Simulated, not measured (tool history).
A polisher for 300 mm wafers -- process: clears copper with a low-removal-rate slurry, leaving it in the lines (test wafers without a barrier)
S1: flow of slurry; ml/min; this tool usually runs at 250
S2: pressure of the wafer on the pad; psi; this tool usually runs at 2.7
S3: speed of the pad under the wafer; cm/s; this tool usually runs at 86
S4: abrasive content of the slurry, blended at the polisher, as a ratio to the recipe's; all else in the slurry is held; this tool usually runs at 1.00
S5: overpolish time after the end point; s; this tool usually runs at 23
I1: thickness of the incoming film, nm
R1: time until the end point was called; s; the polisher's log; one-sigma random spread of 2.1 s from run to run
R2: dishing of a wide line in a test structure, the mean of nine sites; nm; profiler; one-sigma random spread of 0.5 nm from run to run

| run | day | S1 | S2 | S3 | S4 | S5 | I1 | R1 | R2 |
|---|---|---|---|---|---|---|---|---|---|
| 1 | 0.000 | 250 | 2.7 | 86 | 0.85 | 23 | 287.8 | 126.1 | 33.8 |
|  | 1.104 | worn pad replaced by a new one |
| 2 | 1.838 | 250 | 2.7 | 86 | 0.85 | 23 | 280.0 | 126.0 | 33.2 |
| 3 | 2.962 | 250 | 2.7 | 86 | 1.00 | 23 | 282.6 | 123.5 | 34.0 |
| 4 | 8.142 | 250 | 2.7 | 86 | 1.00 | 23 | 288.0 | 122.4 | 34.6 |
| 5 | 10.504 | 250 | 2.7 | 86 | 1.00 | 23 | 286.9 | 128.2 | 33.6 |
| 6 | 13.008 | 250 | 2.7 | 86 | 1.00 | 23 | 282.1 | 125.7 | 33.0 |
|  | 13.967 | slurry nozzle cleaned |
| 7 | 15.362 | 185 | 2.7 | 86 | 1.00 | 23 | 285.8 | 129.3 | 32.6 |
| 8 | 16.371 | 250 | 2.7 | 86 | 1.00 | 23 | 282.5 | 127.3 | 33.4 |
|  | 16.575 | slurry blender recalibrated |
| 9 | 18.525 | 250 | 2.7 | 74 | 1.00 | 9 | 283.0 | 132.7 | 13.6 |
|  | 19.958 | head pressure recalibrated |
|  | 20.617 | worn pad replaced by a new one |
| 10 | 21.329 | 250 | 2.7 | 86 | 1.00 | 23 | 282.4 | 130.4 | 32.8 |
| 11 | 23.192 | 250 | 2.7 | 86 | 1.00 | 33 | 284.9 | 130.7 | 43.3 |
| 12 | 25.083 | 250 | 2.7 | 86 | 1.10 | 23 | 288.6 | 128.1 | 33.6 |
| 13 | 26.754 | 250 | 2.7 | 104 | 1.15 | 29 | 281.5 | 104.5 | 46.4 |
| 14 | 28.954 | 250 | 2.7 | 86 | 1.10 | 23 | 287.2 | 130.7 | 33.1 |
| 15 | 31.175 | 250 | 2.7 | 86 | 1.00 | 23 | 278.9 | 132.7 | 31.6 |
| 16 | 32.933 | 305 | 2.3 | 86 | 1.10 | 23 | 287.6 | 146.6 | 29.3 |
|  | 33.650 | slurry blender recalibrated |
| 17 | 35.350 | 250 | 2.7 | 86 | 1.00 | 23 | 284.0 | 124.4 | 33.7 |
|  | 35.729 | slurry nozzle cleaned |
|  | 36.542 | worn pad replaced by a new one |
| 18 | 37.321 | 250 | 2.7 | 74 | 1.00 | 28 | 286.5 | 146.4 | 36.3 |
| 19 | 38.521 | 250 | 3.1 | 86 | 1.15 | 23 | 282.1 | 108.5 | 38.3 |
| 20 | 41.450 | 250 | 2.7 | 100 | 1.00 | 23 | 288.6 | 110.6 | 38.2 |
| 21 | 42.608 | 250 | 2.7 | 86 | 1.00 | 23 | 290.2 | 131.5 | 32.5 |
| 22 | 45.083 | 250 | 3.1 | 68 | 1.00 | 23 | 287.7 | 147.0 | 29.9 |
| 23 | 48.783 | 250 | 3.1 | 68 | 1.00 | 23 | 282.2 | 149.5 | 28.8 |
| 24 | 50.467 | 220 | 2.7 | 100 | 1.00 | 23 | 289.9 | 115.2 | 35.8 |
| 25 | 52.446 | 250 | 2.7 | 86 | 0.75 | 11 | 282.2 | 140.0 | 15.2 |

Expected results for the next run?
|  | 53.346 | slurry blender recalibrated |
| 26 | 54.662 | 175 | 2.2 | 86 | 0.85 | 23 | 285.9 | ? | ? |

{"run 26": {"R1": 149.6, "R2": 28.7}}
Had the tool carried no hidden state, the very same run would have given R1 158.9 s, R2 27.1 nm.

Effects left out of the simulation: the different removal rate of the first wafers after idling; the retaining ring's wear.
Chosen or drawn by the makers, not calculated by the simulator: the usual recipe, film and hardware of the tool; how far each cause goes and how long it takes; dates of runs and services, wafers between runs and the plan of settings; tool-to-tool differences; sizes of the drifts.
